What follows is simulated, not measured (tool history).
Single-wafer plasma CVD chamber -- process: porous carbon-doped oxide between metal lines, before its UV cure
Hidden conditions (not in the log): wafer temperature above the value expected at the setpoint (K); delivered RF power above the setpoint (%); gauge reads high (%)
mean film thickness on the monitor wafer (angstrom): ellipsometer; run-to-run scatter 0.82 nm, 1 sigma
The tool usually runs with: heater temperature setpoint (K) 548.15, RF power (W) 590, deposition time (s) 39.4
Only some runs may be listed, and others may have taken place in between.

run,hour,heater temperature setpoint (K),RF power (W),deposition time (s),wafers since the last listed run,hours since the last thermocouple change,hours since the last RF generator calibration,hours since the showerhead was replaced,hours since the gauge calibration,"read-back reference wafer on the same gauge, thickness_nm",mean film thickness on the monitor wafer (angstrom)
1,0.0,548.15,590,39.4,0,1652.9,2062.9,4733.3,804.5,287.878,2751.97
2,14.3,548.15,645,39.4,294,1667.2,2077.2,4747.6,818.8,288.248,2918.30
3,32.1,548.15,645,39.4,366,1685.0,2095.0,4765.4,836.6,287.992,2909.50
# hour 72.2: showerhead replaced
4,109.4,548.15,590,45.5,1426,1762.3,2172.3,37.2,913.9,288.025,3156.92
5,144.9,548.15,590,45.5,730,1797.8,2207.8,72.7,949.4,287.990,3168.26
6,162.1,548.15,590,39.4,353,1815.0,2225.0,89.9,966.6,287.978,2738.07
7,196.6,548.15,590,39.4,710,1849.5,2259.5,124.4,1001.1,287.993,2742.68
# hour 257.0: RF generator calibrated
8,287.9,548.15,590,39.4,1714,1940.8,30.9,215.7,1092.4,288.012,2734.09
9,300.8,553.15,655,39.4,265,1953.7,43.8,228.6,1105.3,287.806,2856.83
10,335.4,540.15,635,39.4,712,1988.3,78.4,263.2,1139.9,288.278,3078.63
# hour 393.7: gauge calibrated
11,426.1,548.15,590,39.4,1866,2079.0,169.1,353.9,32.4,288.113,2736.95
12,447.6,556.15,690,41.6,442,2100.5,190.6,375.4,53.9,288.237,3073.81
13,474.8,548.15,590,39.4,559,2127.7,217.8,402.6,81.1,287.901,2744.45
14,491.4,548.15,590,39.4,341,2144.3,234.4,419.2,97.7,288.005,2747.32
15,513.3,559.15,685,33.0,450,2166.2,256.3,441.1,119.6,288.014,2375.91
16,541.6,553.15,655,39.4,582,2194.5,284.6,469.4,147.9,287.954,2862.68
17,561.9,534.15,515,39.4,417,2214.8,304.9,489.7,168.2,287.896,2737.81
18,587.2,538.15,590,37.2,520,2240.1,330.2,515.0,193.5,287.976,2786.63
19,607.2,559.15,590,39.4,411,2260.1,350.2,535.0,213.5,287.993,2532.25
20,628.8,538.15,475,36.7,444,2281.7,371.8,556.6,235.1,287.801,2308.02
# hour 638.9: thermocouple changed; heater temperature recalibrated
21,645.3,553.15,680,39.4,174,6.4,388.3,573.1,251.6,287.968,2929.08
22,674.4,539.15,545,34.1,598,35.5,417.4,602.2,280.7,288.115,2382.21
23,695.9,561.15,590,42.9,442,57.0,438.9,623.7,302.2,287.870,2706.98
24,723.6,538.15,590,39.4,570,84.7,466.6,651.4,329.9,287.761,2942.82
25,755.7,548.15,500,39.4,660,116.8,498.7,683.5,362.0,287.869,2397.27
26,768.0,534.15,480,45.9,253,129.1,511.0,695.8,374.3,287.995,2989.85
27,786.0,548.15,590,39.4,370,147.1,529.0,713.8,392.3,287.979,2744.87
28,861.1,548.15,590,39.4,1545,222.2,604.1,788.9,467.4,288.113,2735.12
29,873.6,548.15,645,39.4,257,234.7,616.6,801.4,479.9,287.841,2938.10
30,887.1,548.15,655,39.4,277,248.2,630.1,814.9,493.4,287.930,2975.07
31,900.6,554.15,590,44.5,277,261.7,643.6,828.4,506.9,288.127,2938.27
32,918.0,548.15,590,39.4,358,279.1,661.0,845.8,524.3,288.165,2747.17
33,945.2,535.15,590,39.4,559,306.3,688.2,873.0,551.5,287.789,3036.74

The tool's hidden state at each run:
wafer temperature above the value expected at the setpoint (K): 0 at every run
delivered RF power above the setpoint (%): 0 at every run
gauge reads high (%): 0 at every run

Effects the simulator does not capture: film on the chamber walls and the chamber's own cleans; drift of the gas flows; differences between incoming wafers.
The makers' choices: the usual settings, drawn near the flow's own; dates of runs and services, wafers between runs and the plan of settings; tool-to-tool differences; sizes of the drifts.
